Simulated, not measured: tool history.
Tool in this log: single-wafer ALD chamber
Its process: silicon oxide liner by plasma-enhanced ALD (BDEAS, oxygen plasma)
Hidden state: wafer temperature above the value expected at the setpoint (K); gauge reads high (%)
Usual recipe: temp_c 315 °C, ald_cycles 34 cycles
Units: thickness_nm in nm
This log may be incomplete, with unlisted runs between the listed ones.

run	hour	temp_c	ald_cycles	wafers since the last listed run	hours since the last thermocouple change	hours since the gauge calibration	read-back reference wafer on the same gauge, thickness_nm	thickness_nm
1	0	310	34	0	352.6	1561.9	3.621	3.165
2	104	315	34	1165	456.6	1665.9	3.622	3.135
3	188.8	315	34	950	541.4	1750.7	3.617	3.144
4	257.9	315	34	774	610.5	1819.8	3.623	3.132
5	364	323	34	1189	716.6	1925.9	3.62	3.115
6	437.7	315	34	826	790.3	1999.6	3.621	3.13
7	545.6	315	34	1209	898.2	2107.5	3.62	3.141
# hour 596.6: gauge calibrated
8	620.7	315	34	841	973.3	24.1	3.622	3.12
9	722	315	34	1135	1074.6	125.4	3.619	3.123
10	797.8	315	34	849	1150.4	201.2	3.619	3.121
11	888.5	315	34	1016	1241.1	291.9	3.623	3.132
12	971.3	315	34	928	1323.9	374.7	3.619	3.137
13	1058.9	315	34	981	1411.5	462.3	3.622	3.133
14	1134	328	31	841	1486.6	537.4	3.621	2.795
15	1181	315	37	526	1533.6	584.4	3.622	3.397
16	1258.1	309	30	864	1610.7	661.5	3.622	2.802
17	1303.7	315	34	511	1656.3	707.1	3.619	3.128
18	1357.1	315	34	598	1709.7	760.5	3.621	3.135
# hour 1405.4: thermocouple changed; heater temperature recalibrated
19	1425.8	315	34	680	20.4	829.2	3.618	3.147
20	1530.7	320	29	1175	125.3	934.1	3.619	2.662
21	1575.6	323	28	503	170.2	979	3.619	2.572
22	1676.8	301	32	1134	271.4	1080.2	3.619	3.032
23	1747.6	306	32	793	342.2	1151	3.62	3.01
24	1846.8	315	34	1111	441.4	1250.2	3.618	3.158
25	1925.8	304	29	885	520.4	1329.2	3.622	2.721

What if the next run were any one of these 4? Each begins from the tool's condition after run 25:
A	1926.2	315	34	4	520.8	1329.6	?	?
B	1926.2	329	29	4	520.8	1329.6	?	?
C	1926.2	330	34	4	520.8	1329.6	?	?
D	1926.2	310	36	4	520.8	1329.6	?	?

run	read-back reference wafer on the same gauge, thickness_nm	thickness_nm
A	3.624	3.129
B	3.624	2.608
C	3.624	3.052
D	3.624	3.34
Take away the tool's hidden state, keep each run's random variation, and the runs would have read:
run	thickness_nm
A	3.144
B	2.621
C	3.067
D	3.356
